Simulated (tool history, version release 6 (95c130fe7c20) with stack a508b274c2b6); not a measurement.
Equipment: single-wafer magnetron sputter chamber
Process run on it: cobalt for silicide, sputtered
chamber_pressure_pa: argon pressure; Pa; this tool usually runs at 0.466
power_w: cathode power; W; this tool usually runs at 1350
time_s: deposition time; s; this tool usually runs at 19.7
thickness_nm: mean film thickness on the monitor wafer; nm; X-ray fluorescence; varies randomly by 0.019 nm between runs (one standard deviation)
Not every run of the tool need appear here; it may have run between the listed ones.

run,hour,chamber_pressure_pa,power_w,time_s,"read-back reference wafer on the same gauge, thickness_nm",thickness_nm
1,0,0.466,1350,19.7,13.7,12.218
2,14.4,0.466,1350,19.7,13.701,12.184
3,27.5,0.466,1350,19.7,13.696,12.181
4,42.2,0.466,1350,19.7,13.699,12.18
5,78.6,0.466,1350,19.7,13.705,12.137
6,84.8,0.466,1350,19.7,13.694,12.146
7,91.6,0.466,1350,19.7,13.7,12.12
8,104.2,0.466,1350,19.7,13.701,12.102
9,115.3,0.466,1350,19.7,13.701,12.034
# hour 123.8: sputter target and shields replaced
10,125.1,0.466,1350,19.7,13.701,12.2
11,140.7,0.466,1350,19.7,13.697,12.165
12,147.8,0.466,1350,19.7,13.701,12.214
13,155.8,0.466,1150,19.7,13.698,10.712
# hour 165.7: gauge calibrated
# hour 172.2: magnet pack replaced
14,174,0.466,1150,19.7,13.7,10.737
15,187.4,0.466,1350,19.7,13.701,12.186
16,197.9,0.587,1350,19.7,13.699,11.26
17,211.2,0.642,1350,23.6,13.699,13.066
# hour 226.1: capacitance manometer re-zeroed and calibrated
18,226.6,0.466,1350,19.7,13.7,12.675
19,238.2,0.466,1350,19.7,13.699,12.665
20,250.3,0.466,1350,19.7,13.702,12.666
21,267.5,0.528,1350,22.8,13.699,14.22
22,285.4,0.597,1350,21.2,13.7,12.683

What will run 23 give?
23,301.5,0.342,1550,16.3,?,?

read-back reference wafer on the same gauge, thickness_nm: 13.7
thickness_nm: 12.465 nm
Were there no unlogged condition in the tool, this run, its random variation unchanged, would have produced thickness_nm 12.582 nm.

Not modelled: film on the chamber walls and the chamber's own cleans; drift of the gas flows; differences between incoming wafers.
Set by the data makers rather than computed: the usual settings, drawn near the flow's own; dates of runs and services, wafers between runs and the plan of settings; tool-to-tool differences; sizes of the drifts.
